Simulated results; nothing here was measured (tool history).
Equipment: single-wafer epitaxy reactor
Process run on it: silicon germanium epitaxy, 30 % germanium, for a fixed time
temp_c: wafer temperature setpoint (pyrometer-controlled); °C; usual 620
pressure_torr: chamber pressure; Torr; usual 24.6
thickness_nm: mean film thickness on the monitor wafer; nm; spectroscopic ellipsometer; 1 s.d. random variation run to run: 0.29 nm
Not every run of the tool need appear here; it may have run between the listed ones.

run	hour	temp_c	pressure_torr	wafers since the last listed run	hours since the last pyrometer calibration	hours since the last manometer calibration	hours since the showerhead was replaced	hours since the gauge calibration	read-back reference wafer on the same gauge, thickness_nm	thickness_nm
1	0.0	620	24.6	0	2451.1	2507.4	1936.2	272.3	108.943	100.880
2	21.1	620	24.6	338	2472.2	2528.5	1957.3	293.4	108.860	100.390
3	77.6	620	24.6	905	2528.7	2585.0	2013.8	349.9	108.974	101.165
4	95.7	620	20.7	290	2546.8	2603.1	2031.9	368.0	108.917	92.261
5	108.5	620	20.9	205	2559.6	2615.9	2044.7	380.8	108.933	93.103
# hour 123.1: pyrometer calibrated
6	130.3	620	20.9	221	7.2	2637.7	2066.5	402.6	109.004	82.799
7	148.3	620	20.9	288	25.2	2655.7	2084.5	420.6	108.894	83.430
8	161.2	620	24.6	206	38.1	2668.6	2097.4	433.5	108.923	91.046
# hour 171.7: gauge calibrated
9	194.6	628	28.5	535	71.5	2702.0	2130.8	22.9	108.875	111.154
10	210.3	634	28.3	251	87.2	2717.7	2146.5	38.6	108.902	120.887
# hour 243.5: capacitance manometer re-zeroed and calibrated
11	244.0	620	24.6	412	120.9	0.5	2180.2	72.3	108.805	91.177
12	256.7	620	24.6	203	133.6	13.2	2192.9	85.0	108.917	91.121
# hour 278.0: showerhead replaced
13	279.1	620	24.6	230	156.0	35.6	1.1	107.4	108.863	90.766
14	294.9	631	24.6	253	171.8	51.4	16.9	123.2	108.860	107.642
15	329.9	625	22.3	561	206.8	86.4	51.9	158.2	108.858	93.169
16	356.7	624	20.8	429	233.6	113.2	78.7	185.0	108.912	88.177
17	391.0	620	22.1	549	267.9	147.5	113.0	219.3	108.870	86.246

A few steps of thickness_nm between consecutive runs. Split each: what settings, incoming material and random variation would produce without the hidden state, and what is left over for the hidden state, along with gauge scatter present in only one of the two compared results (measured, and without hidden state):
Hidden state present: wafer temperature above the value expected at the setpoint (K); true pressure above the setpoint (%); gauge reads high (%).
Run 5 -> 6: pyrometer calibrated. thickness_nm -10.304 nm: hidden state -9.770, all else -0.534.
Run 10 -> 11: temp_c 634 -> 620, pressure_torr 28.3 -> 24.6, capacitance manometer re-zeroed and calibrated. thickness_nm -29.710 nm: hidden state +0.108, all else -29.818.
